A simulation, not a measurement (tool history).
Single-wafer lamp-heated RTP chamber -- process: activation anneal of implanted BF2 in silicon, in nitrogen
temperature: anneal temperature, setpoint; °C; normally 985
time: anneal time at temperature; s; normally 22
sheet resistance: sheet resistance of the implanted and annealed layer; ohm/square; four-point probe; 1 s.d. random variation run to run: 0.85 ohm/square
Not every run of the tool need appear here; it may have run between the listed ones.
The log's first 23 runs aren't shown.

run,hour,temperature,time,"read-back reference wafer on the same gauge, sheet resistance",sheet resistance
24,1144.4,985,12,300.87,306.39
25,1207.8,977,32,300.96,297.35
26,1268,985,22,301.06,298.14
27,1305.3,969,33,301.06,301.93
# hour 1346.3: pyrometer window cleaned and pyrometer calibrated
28,1374.1,985,28,301.18,298.66
29,1405,957,22,300.95,338.91
30,1434.5,985,22,301.08,299.01
31,1461.2,1013,9,300.9,296.83

Run 32 comes next. What will it give?
32,1503.3,997,32,?,?

Run 32 gave read-back reference wafer on the same gauge, sheet resistance 300.73, sheet resistance 287.16 ohm/square.
With the hidden condition absent and the run-to-run variation left alone, this run would have shown sheet resistance 291.09 ohm/square.

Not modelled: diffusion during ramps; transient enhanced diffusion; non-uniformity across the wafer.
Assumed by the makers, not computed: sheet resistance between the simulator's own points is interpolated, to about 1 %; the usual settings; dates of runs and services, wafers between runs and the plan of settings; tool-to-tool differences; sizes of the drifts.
